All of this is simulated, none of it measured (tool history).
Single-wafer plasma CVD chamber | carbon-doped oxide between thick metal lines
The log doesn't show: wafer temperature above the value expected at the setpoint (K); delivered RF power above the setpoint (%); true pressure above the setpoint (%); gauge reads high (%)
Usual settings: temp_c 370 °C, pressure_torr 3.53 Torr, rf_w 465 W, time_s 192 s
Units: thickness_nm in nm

| run | hour | temp_c | pressure_torr | rf_w | time_s | wafers since the last listed run | hours since the last thermocouple change | hours since the last RF generator calibration | hours since the last manometer calibration | hours since the showerhead was replaced | hours since the gauge calibration | read-back reference wafer on the same gauge, thickness_nm | thickness_nm |
|---|---|---|---|---|---|---|---|---|---|---|---|---|---|
| 1 | 0.0 | 380 | 3.53 | 465 | 192 | 0 | 929.9 | 1934.1 | 984.1 | 4343.1 | 109.0 | 919.528 | 861.998 |
| 2 | 14.7 | 380 | 3.53 | 465 | 192 | 181 | 944.6 | 1948.8 | 998.8 | 4357.8 | 123.7 | 919.562 | 857.115 |
| 3 | 24.4 | 380 | 3.53 | 465 | 192 | 119 | 954.3 | 1958.5 | 1008.5 | 4367.5 | 133.4 | 918.391 | 862.962 |
| 4 | 40.3 | 370 | 4.06 | 465 | 192 | 196 | 970.2 | 1974.4 | 1024.4 | 4383.4 | 149.3 | 919.114 | 892.679 |
| 5 | 50.6 | 370 | 3.53 | 465 | 192 | 127 | 980.5 | 1984.7 | 1034.7 | 4393.7 | 159.6 | 918.863 | 873.391 |
| 6 | 62.0 | 370 | 3.53 | 465 | 192 | 140 | 991.9 | 1996.1 | 1046.1 | 4405.1 | 171.0 | 918.977 | 873.864 |
| 7 | 78.6 | 370 | 3.53 | 465 | 192 | 204 | 1008.5 | 2012.7 | 1062.7 | 4421.7 | 187.6 | 918.460 | 873.651 |
| 8 | 85.1 | 370 | 3.53 | 465 | 192 | 80 | 1015.0 | 2019.2 | 1069.2 | 4428.2 | 194.1 | 918.358 | 872.953 |
| 9 | 94.0 | 370 | 3.53 | 465 | 192 | 109 | 1023.9 | 2028.1 | 1078.1 | 4437.1 | 203.0 | 918.568 | 869.719 |
| 10 | 103.7 | 370 | 3.53 | 465 | 192 | 119 | 1033.6 | 2037.8 | 1087.8 | 4446.8 | 212.7 | 918.797 | 875.695 |
| 11 | 119.9 | 370 | 3.53 | 465 | 192 | 199 | 1049.8 | 2054.0 | 1104.0 | 4463.0 | 228.9 | 918.167 | 868.761 |
|  | 161.1 | showerhead replaced |
| 12 | 161.6 | 370 | 3.53 | 465 | 192 | 415 | 1091.5 | 2095.7 | 1145.7 | 0.5 | 270.6 | 919.039 | 868.296 |
| 13 | 168.6 | 370 | 3.53 | 465 | 192 | 86 | 1098.5 | 2102.7 | 1152.7 | 7.5 | 277.6 | 918.690 | 873.990 |
| 14 | 176.7 | 370 | 4.12 | 465 | 192 | 99 | 1106.6 | 2110.8 | 1160.8 | 15.6 | 285.7 | 918.281 | 896.206 |
| 15 | 189.1 | 370 | 3.53 | 465 | 215 | 152 | 1119.0 | 2123.2 | 1173.2 | 28.0 | 298.1 | 919.177 | 969.133 |
|  | 207.5 | capacitance manometer re-zeroed and calibrated |
| 16 | 208.0 | 383 | 3.00 | 435 | 226 | 134 | 1137.9 | 2142.1 | 0.5 | 46.9 | 317.0 | 918.651 | 946.037 |
| 17 | 212.4 | 360 | 2.77 | 530 | 217 | 54 | 1142.3 | 2146.5 | 4.9 | 51.3 | 321.4 | 917.943 | 1049.475 |
| 18 | 225.2 | 370 | 3.53 | 465 | 192 | 157 | 1155.1 | 2159.3 | 17.7 | 64.1 | 334.2 | 918.857 | 871.770 |
|  | 230.1 | gauge calibrated |
| 19 | 233.3 | 382 | 3.53 | 465 | 222 | 99 | 1163.2 | 2167.4 | 25.8 | 72.2 | 3.2 | 918.603 | 987.747 |
| 20 | 246.1 | 370 | 3.53 | 465 | 204 | 157 | 1176.0 | 2180.2 | 38.6 | 85.0 | 16.0 | 918.293 | 927.116 |
|  | 259.9 | RF generator calibrated |
|  | 271.8 | thermocouple changed; heater temperature recalibrated |
| 21 | 272.3 | 370 | 3.53 | 465 | 192 | 125 | 0.5 | 12.4 | 64.8 | 111.2 | 42.2 | 919.579 | 876.407 |
| 22 | 272.7 | 370 | 4.12 | 465 | 192 | 4 | 0.9 | 12.8 | 65.2 | 111.6 | 42.6 | 919.051 | 894.333 |
| 23 | 278.8 | 370 | 3.53 | 410 | 192 | 75 | 7.0 | 18.9 | 71.3 | 117.7 | 48.7 | 918.777 | 811.962 |
| 24 | 291.3 | 356 | 3.53 | 465 | 192 | 154 | 19.5 | 31.4 | 83.8 | 130.2 | 61.2 | 919.781 | 891.454 |
| 25 | 307.7 | 370 | 3.53 | 435 | 214 | 202 | 35.9 | 47.8 | 100.2 | 146.6 | 77.6 | 919.185 | 941.463 |
| 26 | 317.1 | 370 | 3.53 | 425 | 160 | 115 | 45.3 | 57.2 | 109.6 | 156.0 | 87.0 | 918.702 | 685.639 |
| 27 | 334.7 | 360 | 3.53 | 465 | 192 | 217 | 62.9 | 74.8 | 127.2 | 173.6 | 104.6 | 918.798 | 890.181 |
| 28 | 345.4 | 370 | 2.76 | 465 | 161 | 132 | 73.6 | 85.5 | 137.9 | 184.3 | 115.3 | 918.853 | 710.186 |

3 ways to go on from here, each from the tool as it stands after run 28. What would each give?
| A | 345.9 | 370 | 3.53 | 435 | 192 | 6 | 74.1 | 86.0 | 138.4 | 184.8 | 115.8 | ? | ? |
| B | 345.9 | 378 | 4.23 | 465 | 213 | 6 | 74.1 | 86.0 | 138.4 | 184.8 | 115.8 | ? | ? |
| C | 345.9 | 378 | 3.53 | 410 | 192 | 6 | 74.1 | 86.0 | 138.4 | 184.8 | 115.8 | ? | ? |

| run | read-back reference wafer on the same gauge, thickness_nm | thickness_nm |
|---|---|---|
| A | 917.596 | 841.644 |
| B | 917.596 | 991.161 |
| C | 917.596 | 797.932 |
Without the tool's hidden state the same runs would have given:
| run | thickness_nm |
|---|---|
| A | 841.644 |
| B | 991.161 |
| C | 797.932 |
